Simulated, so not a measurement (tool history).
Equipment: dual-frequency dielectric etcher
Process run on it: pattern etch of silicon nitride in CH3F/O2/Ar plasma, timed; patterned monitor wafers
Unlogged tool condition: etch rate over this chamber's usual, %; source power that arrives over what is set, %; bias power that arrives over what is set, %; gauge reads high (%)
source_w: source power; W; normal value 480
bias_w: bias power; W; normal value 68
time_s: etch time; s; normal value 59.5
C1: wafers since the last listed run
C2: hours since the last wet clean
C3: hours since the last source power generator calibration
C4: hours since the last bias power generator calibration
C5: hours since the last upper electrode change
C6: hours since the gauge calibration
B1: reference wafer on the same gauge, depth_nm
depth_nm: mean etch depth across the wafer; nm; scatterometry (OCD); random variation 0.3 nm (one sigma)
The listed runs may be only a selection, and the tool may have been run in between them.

{"run": 1, "hour": 0.0, "source_w": 480, "bias_w": 79, "time_s": 59.5, "C1": 0, "C2": 233.0, "C3": 1612.0, "C4": 2436.9, "C5": 2394.8, "C6": 601.5, "B1": 48.61, "depth_nm": 49.32}
{"hour": 34.1, "done": "upper electrode replaced"}
{"run": 2, "hour": 34.6, "source_w": 520, "bias_w": 68, "time_s": 59.5, "C1": 159, "C2": 267.6, "C3": 1646.6, "C4": 2471.5, "C5": 0.5, "C6": 636.1, "B1": 48.62, "depth_nm": 49.4}
{"run": 3, "hour": 34.9, "source_w": 520, "bias_w": 68, "time_s": 59.5, "C1": 4, "C2": 267.9, "C3": 1646.9, "C4": 2471.8, "C5": 0.8, "C6": 636.4, "B1": 48.72, "depth_nm": 49.1}
{"run": 4, "hour": 41.1, "source_w": 480, "bias_w": 56, "time_s": 59.5, "C1": 93, "C2": 274.1, "C3": 1653.1, "C4": 2478.0, "C5": 7.0, "C6": 642.6, "B1": 48.58, "depth_nm": 46.54}
{"run": 5, "hour": 49.2, "source_w": 480, "bias_w": 56, "time_s": 59.5, "C1": 121, "C2": 282.2, "C3": 1661.2, "C4": 2486.1, "C5": 15.1, "C6": 650.7, "B1": 48.6, "depth_nm": 46.28}
{"run": 6, "hour": 58.3, "source_w": 480, "bias_w": 56, "time_s": 59.5, "C1": 136, "C2": 291.3, "C3": 1670.3, "C4": 2495.2, "C5": 24.2, "C6": 659.8, "B1": 48.6, "depth_nm": 45.77}
{"hour": 83.9, "done": "wet clean of the chamber"}
{"run": 7, "hour": 84.4, "source_w": 480, "bias_w": 68, "time_s": 59.5, "C1": 31, "C2": 0.5, "C3": 1696.4, "C4": 2521.3, "C5": 50.3, "C6": 685.9, "B1": 48.71, "depth_nm": 49.2}
{"run": 8, "hour": 84.7, "source_w": 600, "bias_w": 76, "time_s": 68.0, "C1": 4, "C2": 0.8, "C3": 1696.7, "C4": 2521.6, "C5": 50.6, "C6": 686.2, "B1": 48.72, "depth_nm": 62.39}
{"run": 9, "hour": 92.4, "source_w": 480, "bias_w": 59, "time_s": 70.0, "C1": 115, "C2": 8.5, "C3": 1704.4, "C4": 2529.3, "C5": 58.3, "C6": 693.9, "B1": 48.77, "depth_nm": 55.81}
{"run": 10, "hour": 107.3, "source_w": 480, "bias_w": 68, "time_s": 59.5, "C1": 223, "C2": 23.4, "C3": 1719.3, "C4": 2544.2, "C5": 73.2, "C6": 708.8, "B1": 48.82, "depth_nm": 48.91}
{"hour": 109.3, "done": "gauge calibrated"}
{"run": 11, "hour": 144.1, "source_w": 480, "bias_w": 68, "time_s": 59.5, "C1": 552, "C2": 60.2, "C3": 1756.1, "C4": 2581.0, "C5": 110.0, "C6": 34.8, "B1": 48.7, "depth_nm": 49.06}
{"run": 12, "hour": 158.0, "source_w": 520, "bias_w": 55, "time_s": 70.5, "C1": 208, "C2": 74.1, "C3": 1770.0, "C4": 2594.9, "C5": 123.9, "C6": 48.7, "B1": 48.77, "depth_nm": 57.5}
{"run": 13, "hour": 174.0, "source_w": 480, "bias_w": 82, "time_s": 59.5, "C1": 240, "C2": 90.1, "C3": 1786.0, "C4": 2610.9, "C5": 139.9, "C6": 64.7, "B1": 48.69, "depth_nm": 50.43}
{"hour": 192.2, "done": "bias power generator calibrated"}
{"run": 14, "hour": 192.7, "source_w": 520, "bias_w": 68, "time_s": 49.5, "C1": 220, "C2": 108.8, "C3": 1804.7, "C4": 0.5, "C5": 158.6, "C6": 83.4, "B1": 48.78, "depth_nm": 41.67}
{"run": 15, "hour": 202.4, "source_w": 440, "bias_w": 68, "time_s": 77.5, "C1": 145, "C2": 118.5, "C3": 1814.4, "C4": 10.2, "C5": 168.3, "C6": 93.1, "B1": 48.67, "depth_nm": 60.83}
{"run": 16, "hour": 215.3, "source_w": 480, "bias_w": 59, "time_s": 59.5, "C1": 193, "C2": 131.4, "C3": 1827.3, "C4": 23.1, "C5": 181.2, "C6": 106.0, "B1": 48.63, "depth_nm": 47.04}
{"hour": 223.5, "done": "source power generator calibrated"}
{"run": 17, "hour": 228.2, "source_w": 480, "bias_w": 68, "time_s": 59.5, "C1": 133, "C2": 144.3, "C3": 4.7, "C4": 36.0, "C5": 194.1, "C6": 118.9, "B1": 48.67, "depth_nm": 48.76}
{"run": 18, "hour": 237.9, "source_w": 480, "bias_w": 68, "time_s": 59.5, "C1": 145, "C2": 154.0, "C3": 14.4, "C4": 45.7, "C5": 203.8, "C6": 128.6, "B1": 48.72, "depth_nm": 48.27}
{"run": 19, "hour": 248.8, "source_w": 370, "bias_w": 52, "time_s": 49.0, "C1": 163, "C2": 164.9, "C3": 25.3, "C4": 56.6, "C5": 214.7, "C6": 139.5, "B1": 48.63, "depth_nm": 34.43}
{"run": 20, "hour": 257.6, "source_w": 480, "bias_w": 68, "time_s": 59.5, "C1": 132, "C2": 173.7, "C3": 34.1, "C4": 65.4, "C5": 223.5, "C6": 148.3, "B1": 48.62, "depth_nm": 48.63}
{"run": 21, "hour": 272.1, "source_w": 580, "bias_w": 68, "time_s": 50.0, "C1": 217, "C2": 188.2, "C3": 48.6, "C4": 79.9, "C5": 238.0, "C6": 162.8, "B1": 48.69, "depth_nm": 43.63}
{"run": 22, "hour": 284.5, "source_w": 390, "bias_w": 82, "time_s": 59.5, "C1": 186, "C2": 200.6, "C3": 61.0, "C4": 92.3, "C5": 250.4, "C6": 175.2, "B1": 48.72, "depth_nm": 45.7}
{"run": 23, "hour": 324.8, "source_w": 480, "bias_w": 68, "time_s": 59.5, "C1": 605, "C2": 240.9, "C3": 101.3, "C4": 132.6, "C5": 290.7, "C6": 215.5, "B1": 48.63, "depth_nm": 48.39}
{"run": 24, "hour": 334.0, "source_w": 480, "bias_w": 77, "time_s": 64.0, "C1": 138, "C2": 250.1, "C3": 110.5, "C4": 141.8, "C5": 299.9, "C6": 224.7, "B1": 48.75, "depth_nm": 52.81}
{"run": 25, "hour": 351.7, "source_w": 480, "bias_w": 61, "time_s": 59.5, "C1": 265, "C2": 267.8, "C3": 128.2, "C4": 159.5, "C5": 317.6, "C6": 242.4, "B1": 48.69, "depth_nm": 46.83}
{"run": 26, "hour": 366.8, "source_w": 520, "bias_w": 68, "time_s": 59.5, "C1": 226, "C2": 282.9, "C3": 143.3, "C4": 174.6, "C5": 332.7, "C6": 257.5, "B1": 48.7, "depth_nm": 48.97}
{"run": 27, "hour": 380.1, "source_w": 480, "bias_w": 68, "time_s": 76.5, "C1": 199, "C2": 296.2, "C3": 156.6, "C4": 187.9, "C5": 346.0, "C6": 270.8, "B1": 48.67, "depth_nm": 61.75}
{"run": 28, "hour": 391.5, "source_w": 430, "bias_w": 68, "time_s": 45.0, "C1": 171, "C2": 307.6, "C3": 168.0, "C4": 199.3, "C5": 357.4, "C6": 282.2, "B1": 48.64, "depth_nm": 34.54}
{"run": 29, "hour": 401.6, "source_w": 480, "bias_w": 68, "time_s": 59.5, "C1": 151, "C2": 317.7, "C3": 178.1, "C4": 209.4, "C5": 367.5, "C6": 292.3, "B1": 48.69, "depth_nm": 47.43}
{"run": 30, "hour": 409.1, "source_w": 450, "bias_w": 54, "time_s": 59.5, "C1": 112, "C2": 325.2, "C3": 185.6, "C4": 216.9, "C5": 375.0, "C6": 299.8, "B1": 48.71, "depth_nm": 45.13}
{"run": 31, "hour": 415.4, "source_w": 390, "bias_w": 83, "time_s": 59.5, "C1": 94, "C2": 331.5, "C3": 191.9, "C4": 223.2, "C5": 381.3, "C6": 306.1, "B1": 48.63, "depth_nm": 44.76}

Below are 3 alternative next runs, each starting from the tool's condition after run 31. Predict each:
{"run": "A", "hour": 415.8, "source_w": 480, "bias_w": 68, "time_s": 47.0, "C1": 6, "C2": 331.9, "C3": 192.3, "C4": 223.6, "C5": 381.7, "C6": 306.5, "B1": "?", "depth_nm": "?"}
{"run": "B", "hour": 415.8, "source_w": 480, "bias_w": 68, "time_s": 46.0, "C1": 6, "C2": 331.9, "C3": 192.3, "C4": 223.6, "C5": 381.7, "C6": 306.5, "B1": "?", "depth_nm": "?"}
{"run": "C", "hour": 415.8, "source_w": 550, "bias_w": 68, "time_s": 59.5, "C1": 6, "C2": 331.9, "C3": 192.3, "C4": 223.6, "C5": 381.7, "C6": 306.5, "B1": "?", "depth_nm": "?"}

run=A B1=48.71 depth_nm=37.78
run=B B1=48.71 depth_nm=36.98
run=C B1=48.71 depth_nm=50.50
With the hidden condition removed and each run's random variation left untouched, the same runs would have given:
run=A depth_nm=38.77
run=B depth_nm=37.94
run=C depth_nm=51.81

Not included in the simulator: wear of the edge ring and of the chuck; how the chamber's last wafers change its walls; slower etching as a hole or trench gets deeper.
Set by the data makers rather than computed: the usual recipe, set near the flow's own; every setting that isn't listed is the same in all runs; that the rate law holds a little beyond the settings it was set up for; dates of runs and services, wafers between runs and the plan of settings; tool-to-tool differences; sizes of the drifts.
